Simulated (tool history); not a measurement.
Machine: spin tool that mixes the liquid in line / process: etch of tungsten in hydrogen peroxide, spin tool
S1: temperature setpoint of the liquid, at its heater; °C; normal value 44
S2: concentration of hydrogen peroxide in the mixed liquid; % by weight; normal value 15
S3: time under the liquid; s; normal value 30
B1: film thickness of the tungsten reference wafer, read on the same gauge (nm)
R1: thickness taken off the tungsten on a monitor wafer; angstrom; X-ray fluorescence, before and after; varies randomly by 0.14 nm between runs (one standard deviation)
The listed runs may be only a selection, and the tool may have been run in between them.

run 1 hour=0 | S1=44 S2=15 S3=20 | B1=140.03 | R1=111.9
run 2 hour=8.5 | S1=44 S2=15 S3=20 | B1=140 | R1=110.9
-- hour=9.8 new drum of peroxide connected
run 3 hour=18.2 | S1=44 S2=15 S3=20 | B1=139.98 | R1=111.2
run 4 hour=66.1 | S1=44 S2=15 S3=45 | B1=139.96 | R1=251.4
run 5 hour=83.1 | S1=40 S2=12.5 S3=15 | B1=140.05 | R1=59.4
run 6 hour=90.7 | S1=39 S2=15 S3=30 | B1=140 | R1=121.9
run 7 hour=105.9 | S1=44 S2=15 S3=30 | B1=140.06 | R1=165.2
-- hour=111.8 peroxide flow meter replaced
run 8 hour=112.8 | S1=40.5 S2=15 S3=50 | B1=140.07 | R1=224.2
run 9 hour=130 | S1=44 S2=15 S3=30 | B1=139.96 | R1=167.8
-- hour=145 gauge calibrated
run 10 hour=147.1 | S1=54 S2=14 S3=20 | B1=140.04 | R1=197.9
run 11 hour=154.6 | S1=44 S2=13.5 S3=30 | B1=140.03 | R1=160.4
run 12 hour=171.9 | S1=44 S2=15 S3=40 | B1=140.03 | R1=221.4
run 13 hour=188.3 | S1=44 S2=15 S3=30 | B1=139.99 | R1=167.7
run 14 hour=197.6 | S1=44 S2=17.5 S3=30 | B1=140.04 | R1=179.2
run 15 hour=206.9 | S1=53 S2=12 S3=50 | B1=139.95 | R1=437.9
run 16 hour=221.9 | S1=36 S2=15 S3=45 | B1=140.01 | R1=149
run 17 hour=233.1 | S1=44 S2=15 S3=30 | B1=139.94 | R1=166.9
run 18 hour=242.3 | S1=44 S2=15 S3=40 | B1=139.98 | R1=221.8
run 19 hour=254.8 | S1=44 S2=13 S3=30 | B1=140.04 | R1=155.4
run 20 hour=262.8 | S1=38 S2=16 S3=15 | B1=139.99 | R1=58.1
run 21 hour=279.1 | S1=44 S2=15 S3=30 | B1=139.98 | R1=167.4
run 22 hour=289.7 | S1=44 S2=15 S3=30 | B1=140.03 | R1=168.3
run 23 hour=302.7 | S1=44 S2=15 S3=30 | B1=139.96 | R1=164.7
run 24 hour=354.6 | S1=49.5 S2=15 S3=45 | B1=140.02 | R1=353.5
run 25 hour=369.8 | S1=39.5 S2=19 S3=25 | B1=139.95 | R1=116.7

Run-by-run hidden state of the tool:
liquid colder than its thermometer reads (K): 0 in every run
peroxide flow below the setpoint (%): 0 in every run
temperature lost on the way to the wafer (K): 0 in every run
peroxide weaker than its label (%): 0 in every run
gauge reads high (%): 0 in every run
